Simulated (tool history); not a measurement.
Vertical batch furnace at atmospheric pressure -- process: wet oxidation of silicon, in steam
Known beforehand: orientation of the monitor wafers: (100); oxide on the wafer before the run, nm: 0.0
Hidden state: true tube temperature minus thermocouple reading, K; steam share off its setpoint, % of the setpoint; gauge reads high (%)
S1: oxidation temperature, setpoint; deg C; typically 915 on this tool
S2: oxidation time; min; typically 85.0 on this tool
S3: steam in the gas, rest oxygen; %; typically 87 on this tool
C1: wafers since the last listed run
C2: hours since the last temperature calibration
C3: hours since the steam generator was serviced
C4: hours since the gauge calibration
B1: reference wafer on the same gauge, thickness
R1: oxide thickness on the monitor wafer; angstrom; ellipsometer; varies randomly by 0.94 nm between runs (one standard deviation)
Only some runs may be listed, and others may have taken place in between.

{"run": 1, "hour": 0.0, "S1": 915, "S2": 85.0, "S3": 87, "C1": 0, "C2": 1859.0, "C3": 2236.7, "C4": 205.8, "B1": 281.85, "R1": 2611.8}
{"run": 2, "hour": 13.9, "S1": 915, "S2": 85.0, "S3": 87, "C1": 231, "C2": 1872.9, "C3": 2250.6, "C4": 219.7, "B1": 282.3, "R1": 2617.9}
{"run": 3, "hour": 38.1, "S1": 915, "S2": 85.0, "S3": 87, "C1": 402, "C2": 1897.1, "C3": 2274.8, "C4": 243.9, "B1": 281.72, "R1": 2639.4}
{"run": 4, "hour": 64.7, "S1": 915, "S2": 85.0, "S3": 87, "C1": 442, "C2": 1923.7, "C3": 2301.4, "C4": 270.5, "B1": 281.25, "R1": 2641.7}
{"run": 5, "hour": 86.9, "S1": 915, "S2": 85.0, "S3": 87, "C1": 369, "C2": 1945.9, "C3": 2323.6, "C4": 292.7, "B1": 281.5, "R1": 2622.9}
{"run": 6, "hour": 115.1, "S1": 915, "S2": 85.0, "S3": 87, "C1": 468, "C2": 1974.1, "C3": 2351.8, "C4": 320.9, "B1": 282.06, "R1": 2645.4}
{"run": 7, "hour": 144.5, "S1": 915, "S2": 85.0, "S3": 87, "C1": 488, "C2": 2003.5, "C3": 2381.2, "C4": 350.3, "B1": 282.05, "R1": 2619.5}
{"run": 8, "hour": 158.4, "S1": 915, "S2": 85.0, "S3": 87, "C1": 231, "C2": 2017.4, "C3": 2395.1, "C4": 364.2, "B1": 282.52, "R1": 2644.2}
{"run": 9, "hour": 182.5, "S1": 915, "S2": 85.0, "S3": 87, "C1": 400, "C2": 2041.5, "C3": 2419.2, "C4": 388.3, "B1": 282.25, "R1": 2650.0}
{"run": 10, "hour": 208.8, "S1": 915, "S2": 85.0, "S3": 87, "C1": 437, "C2": 2067.8, "C3": 2445.5, "C4": 414.6, "B1": 281.44, "R1": 2633.7}
{"run": 11, "hour": 224.6, "S1": 915, "S2": 85.0, "S3": 87, "C1": 262, "C2": 2083.6, "C3": 2461.3, "C4": 430.4, "B1": 281.97, "R1": 2666.2}
{"hour": 273.4, "done": "steam generator serviced"}
{"run": 12, "hour": 273.9, "S1": 915, "S2": 85.0, "S3": 82, "C1": 420, "C2": 2132.9, "C3": 0.5, "C4": 479.7, "B1": 282.17, "R1": 2507.2}
{"run": 13, "hour": 278.8, "S1": 915, "S2": 85.0, "S3": 82, "C1": 81, "C2": 2137.8, "C3": 5.4, "C4": 484.6, "B1": 282.66, "R1": 2526.3}
{"run": 14, "hour": 283.6, "S1": 915, "S2": 85.0, "S3": 87, "C1": 79, "C2": 2142.6, "C3": 10.2, "C4": 489.4, "B1": 282.24, "R1": 2669.5}
{"run": 15, "hour": 292.1, "S1": 903, "S2": 85.0, "S3": 94, "C1": 141, "C2": 2151.1, "C3": 18.7, "C4": 497.9, "B1": 282.22, "R1": 2473.4}
{"run": 16, "hour": 311.1, "S1": 915, "S2": 85.0, "S3": 87, "C1": 315, "C2": 2170.1, "C3": 37.7, "C4": 516.9, "B1": 282.04, "R1": 2658.6}
{"run": 17, "hour": 336.3, "S1": 937, "S2": 97.0, "S3": 97, "C1": 418, "C2": 2195.3, "C3": 62.9, "C4": 542.1, "B1": 281.84, "R1": 3978.4}
{"run": 18, "hour": 351.0, "S1": 939, "S2": 85.0, "S3": 77, "C1": 244, "C2": 2210.0, "C3": 77.6, "C4": 556.8, "B1": 282.45, "R1": 3055.9}
{"run": 19, "hour": 373.3, "S1": 915, "S2": 100.0, "S3": 97, "C1": 370, "C2": 2232.3, "C3": 99.9, "C4": 579.1, "B1": 282.54, "R1": 3341.7}
{"run": 20, "hour": 394.4, "S1": 925, "S2": 63.0, "S3": 82, "C1": 350, "C2": 2253.4, "C3": 121.0, "C4": 600.2, "B1": 282.04, "R1": 2200.3}
{"hour": 426.1, "done": "thermocouples replaced and temperature profile calibrated"}
{"run": 21, "hour": 426.6, "S1": 915, "S2": 118.0, "S3": 87, "C1": 136, "C2": 0.5, "C3": 153.2, "C4": 632.4, "B1": 281.79, "R1": 3275.5}
{"run": 22, "hour": 438.4, "S1": 935, "S2": 45.0, "S3": 92, "C1": 196, "C2": 12.3, "C3": 165.0, "C4": 644.2, "B1": 282.15, "R1": 1901.3}
{"run": 23, "hour": 452.3, "S1": 933, "S2": 85.0, "S3": 97, "C1": 231, "C2": 26.2, "C3": 178.9, "C4": 658.1, "B1": 281.25, "R1": 3277.8}
{"run": 24, "hour": 465.6, "S1": 915, "S2": 85.0, "S3": 91, "C1": 221, "C2": 39.5, "C3": 192.2, "C4": 671.4, "B1": 282.18, "R1": 2613.4}
{"run": 25, "hour": 494.4, "S1": 915, "S2": 85.0, "S3": 87, "C1": 478, "C2": 68.3, "C3": 221.0, "C4": 700.2, "B1": 282.19, "R1": 2523.4}
{"run": 26, "hour": 590.5, "S1": 903, "S2": 120.5, "S3": 94, "C1": 1597, "C2": 164.4, "C3": 317.1, "C4": 796.3, "B1": 282.46, "R1": 3140.0}
{"run": 27, "hour": 611.5, "S1": 903, "S2": 125.0, "S3": 87, "C1": 349, "C2": 185.4, "C3": 338.1, "C4": 817.3, "B1": 282.0, "R1": 3011.6}
{"hour": 612.4, "done": "gauge calibrated"}
{"run": 28, "hour": 628.3, "S1": 908, "S2": 103.5, "S3": 93, "C1": 279, "C2": 202.2, "C3": 354.9, "C4": 15.9, "B1": 282.04, "R1": 2902.9}
{"run": 29, "hour": 646.3, "S1": 915, "S2": 85.0, "S3": 97, "C1": 299, "C2": 220.2, "C3": 372.9, "C4": 33.9, "B1": 281.97, "R1": 2767.1}
{"run": 30, "hour": 669.7, "S1": 915, "S2": 85.0, "S3": 87, "C1": 388, "C2": 243.6, "C3": 396.3, "C4": 57.3, "B1": 282.19, "R1": 2509.0}
{"run": 31, "hour": 699.0, "S1": 915, "S2": 85.0, "S3": 87, "C1": 487, "C2": 272.9, "C3": 425.6, "C4": 86.6, "B1": 281.56, "R1": 2517.9}
{"run": 32, "hour": 732.3, "S1": 915, "S2": 50.5, "S3": 76, "C1": 553, "C2": 306.2, "C3": 458.9, "C4": 119.9, "B1": 281.81, "R1": 1421.2}
{"run": 33, "hour": 840.3, "S1": 894, "S2": 66.0, "S3": 78, "C1": 1795, "C2": 414.2, "C3": 566.9, "C4": 227.9, "B1": 282.24, "R1": 1385.9}
{"run": 34, "hour": 869.3, "S1": 926, "S2": 65.5, "S3": 87, "C1": 482, "C2": 443.2, "C3": 595.9, "C4": 256.9, "B1": 281.51, "R1": 2278.3}
{"run": 35, "hour": 904.7, "S1": 915, "S2": 85.0, "S3": 87, "C1": 588, "C2": 478.6, "C3": 631.3, "C4": 292.3, "B1": 282.06, "R1": 2526.7}
{"run": 36, "hour": 930.2, "S1": 915, "S2": 85.0, "S3": 87, "C1": 423, "C2": 504.1, "C3": 656.8, "C4": 317.8, "B1": 282.02, "R1": 2516.5}
{"run": 37, "hour": 964.7, "S1": 915, "S2": 85.0, "S3": 87, "C1": 573, "C2": 538.6, "C3": 691.3, "C4": 352.3, "B1": 281.95, "R1": 2524.4}
{"run": 38, "hour": 983.1, "S1": 915, "S2": 65.5, "S3": 76, "C1": 305, "C2": 557.0, "C3": 709.7, "C4": 370.7, "B1": 282.31, "R1": 1790.3}

Consider 4 possible next runs. They are alternatives, not a sequence: every one starts from the tool as it was left by run 38. What does each give?
{"run": "A", "hour": 988.1, "S1": 915, "S2": 58.5, "S3": 87, "C1": 83, "C2": 562.0, "C3": 714.7, "C4": 375.7, "B1": "?", "R1": "?"}
{"run": "B", "hour": 988.1, "S1": 926, "S2": 100.0, "S3": 80, "C1": 83, "C2": 562.0, "C3": 714.7, "C4": 375.7, "B1": "?", "R1": "?"}
{"run": "C", "hour": 988.1, "S1": 891, "S2": 85.0, "S3": 91, "C1": 83, "C2": 562.0, "C3": 714.7, "C4": 375.7, "B1": "?", "R1": "?"}
{"run": "D", "hour": 988.1, "S1": 897, "S2": 50.5, "S3": 91, "C1": 83, "C2": 562.0, "C3": 714.7, "C4": 375.7, "B1": "?", "R1": "?"}

run=A B1=281.82 R1=1828.1
run=B B1=281.82 R1=3014.7
run=C B1=281.82 R1=1920.8
run=D B1=281.82 R1=1311.1
What these runs would have given with no unlogged condition in the tool:
run=A R1=1816.3
run=B R1=2998.4
run=C R1=1905.7
run=D R1=1300.4
